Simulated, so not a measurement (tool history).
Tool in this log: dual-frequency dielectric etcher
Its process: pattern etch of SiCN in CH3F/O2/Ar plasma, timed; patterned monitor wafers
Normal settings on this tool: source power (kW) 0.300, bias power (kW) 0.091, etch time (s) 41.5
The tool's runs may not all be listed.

| run | day | source power (kW) | bias power (kW) | etch time (s) | wafers since the last listed run | hours since the last wet clean | hours since the last source power generator calibration | hours since the last bias power generator calibration | hours since the last upper electrode change | hours since the gauge calibration | read-back reference wafer on the same gauge, depth_nm | mean etch depth across the wafer (angstrom) |
|---|---|---|---|---|---|---|---|---|---|---|---|---|
| 1 | 0.000 | 0.300 | 0.091 | 41.5 | 0 | 29.1 | 4282.7 | 2630.6 | 2658.6 | 794.8 | 12.10 | 140.7 |
| 2 | 3.104 | 0.300 | 0.091 | 41.5 | 1202 | 103.6 | 4357.2 | 2705.1 | 2733.1 | 869.3 | 12.08 | 139.3 |
| 3 | 4.871 | 0.300 | 0.091 | 41.5 | 684 | 146.0 | 4399.6 | 2747.5 | 2775.5 | 911.7 | 12.10 | 139.3 |
| 4 | 6.700 | 0.260 | 0.091 | 41.5 | 708 | 189.9 | 4443.5 | 2791.4 | 2819.4 | 955.6 | 12.11 | 131.4 |
| 5 | 11.038 | 0.300 | 0.091 | 41.5 | 1680 | 294.0 | 4547.6 | 2895.5 | 2923.5 | 1059.7 | 12.09 | 136.5 |
| 6 | 13.017 | 0.300 | 0.091 | 41.5 | 766 | 341.5 | 4595.1 | 2943.0 | 2971.0 | 1107.2 | 12.09 | 135.8 |
| 7 | 16.571 | 0.300 | 0.091 | 41.5 | 1376 | 426.8 | 4680.4 | 3028.3 | 3056.3 | 1192.5 | 12.10 | 136.2 |
| 8 | 20.021 | 0.300 | 0.091 | 47.0 | 1336 | 509.6 | 4763.2 | 3111.1 | 3139.1 | 1275.3 | 12.08 | 152.6 |
|  | 22.625 | wet clean of the chamber |
| 9 | 23.771 | 0.300 | 0.081 | 32.0 | 1065 | 27.5 | 4853.2 | 3201.1 | 3229.1 | 1365.3 | 12.11 | 100.8 |
| 10 | 27.754 | 0.300 | 0.091 | 41.5 | 1542 | 123.1 | 4948.8 | 3296.7 | 3324.7 | 1460.9 | 12.10 | 136.5 |
| 11 | 30.679 | 0.300 | 0.091 | 41.5 | 1133 | 193.3 | 5019.0 | 3366.9 | 3394.9 | 1531.1 | 12.10 | 137.7 |
| 12 | 33.975 | 0.350 | 0.101 | 44.5 | 1276 | 272.4 | 5098.1 | 3446.0 | 3474.0 | 1610.2 | 12.08 | 164.0 |
| 13 | 38.446 | 0.270 | 0.079 | 45.5 | 1731 | 379.7 | 5205.4 | 3553.3 | 3581.3 | 1717.5 | 12.08 | 129.2 |
| 14 | 40.746 | 0.300 | 0.103 | 41.5 | 890 | 434.9 | 5260.6 | 3608.5 | 3636.5 | 1772.7 | 12.11 | 142.2 |
| 15 | 43.642 | 0.350 | 0.091 | 41.5 | 1121 | 504.4 | 5330.1 | 3678.0 | 3706.0 | 1842.2 | 12.10 | 141.2 |
|  | 45.921 | wet clean of the chamber |
| 16 | 48.142 | 0.300 | 0.105 | 41.5 | 1355 | 53.3 | 5438.1 | 3786.0 | 3814.0 | 1950.2 | 12.10 | 151.6 |
|  | 49.788 | source power generator calibrated |
| 17 | 59.979 | 0.300 | 0.070 | 48.5 | 4520 | 337.4 | 244.6 | 4070.1 | 4098.1 | 2234.3 | 12.11 | 134.7 |
|  | 62.317 | upper electrode replaced |
| 18 | 62.338 | 0.300 | 0.091 | 41.5 | 526 | 394.0 | 301.2 | 4126.7 | 0.5 | 2290.9 | 12.11 | 134.3 |
| 19 | 63.900 | 0.300 | 0.091 | 46.5 | 605 | 431.5 | 338.7 | 4164.2 | 38.0 | 2328.4 | 12.10 | 152.0 |
| 20 | 68.746 | 0.380 | 0.091 | 30.0 | 1877 | 547.8 | 455.0 | 4280.5 | 154.3 | 2444.7 | 12.09 | 105.1 |
|  | 69.883 | gauge calibrated |
|  | 70.638 | bias power generator calibrated |
| 21 | 71.367 | 0.300 | 0.091 | 41.5 | 950 | 610.7 | 517.9 | 17.5 | 217.2 | 35.6 | 12.09 | 136.0 |
| 22 | 73.229 | 0.300 | 0.091 | 41.5 | 721 | 655.4 | 562.6 | 62.2 | 261.9 | 80.3 | 12.08 | 137.3 |
|  | 74.396 | wet clean of the chamber |
| 23 | 76.992 | 0.300 | 0.081 | 32.0 | 1070 | 62.3 | 652.9 | 152.5 | 352.2 | 170.6 | 12.10 | 102.5 |
| 24 | 81.292 | 0.300 | 0.084 | 41.5 | 1665 | 165.5 | 756.1 | 255.7 | 455.4 | 273.8 | 12.09 | 134.4 |
| 25 | 83.525 | 0.300 | 0.091 | 30.0 | 865 | 219.1 | 809.7 | 309.3 | 509.0 | 327.4 | 12.10 | 101.4 |
| 26 | 89.521 | 0.300 | 0.091 | 41.5 | 2322 | 363.0 | 953.6 | 453.2 | 652.9 | 471.3 | 12.09 | 138.3 |
| 27 | 93.808 | 0.380 | 0.082 | 47.5 | 1660 | 465.9 | 1056.5 | 556.1 | 755.8 | 574.2 | 12.11 | 160.9 |
| 28 | 96.879 | 0.360 | 0.107 | 35.0 | 1189 | 539.6 | 1130.2 | 629.8 | 829.5 | 647.9 | 12.09 | 135.5 |

Below are 5 alternative next runs, each starting from the tool's condition after run 28. Predict each:
| A | 96.896 | 0.300 | 0.091 | 41.5 | 6 | 540.0 | 1130.6 | 630.2 | 829.9 | 648.3 | ? | ? |
| B | 96.896 | 0.370 | 0.107 | 36.5 | 6 | 540.0 | 1130.6 | 630.2 | 829.9 | 648.3 | ? | ? |
| C | 96.896 | 0.300 | 0.091 | 38.5 | 6 | 540.0 | 1130.6 | 630.2 | 829.9 | 648.3 | ? | ? |
| D | 96.896 | 0.300 | 0.091 | 35.0 | 6 | 540.0 | 1130.6 | 630.2 | 829.9 | 648.3 | ? | ? |
| E | 96.896 | 0.300 | 0.091 | 34.0 | 6 | 540.0 | 1130.6 | 630.2 | 829.9 | 648.3 | ? | ? |

| run | read-back reference wafer on the same gauge, depth_nm | mean etch depth across the wafer (angstrom) |
|---|---|---|
| A | 12.10 | 136.4 |
| B | 12.10 | 142.6 |
| C | 12.10 | 126.5 |
| D | 12.10 | 115.0 |
| E | 12.10 | 111.7 |
What these runs would have given with no unlogged condition in the tool:
| run | mean etch depth across the wafer (angstrom) |
|---|---|
| A | 144.3 |
| B | 151.0 |
| C | 133.9 |
| D | 121.7 |
| E | 118.2 |
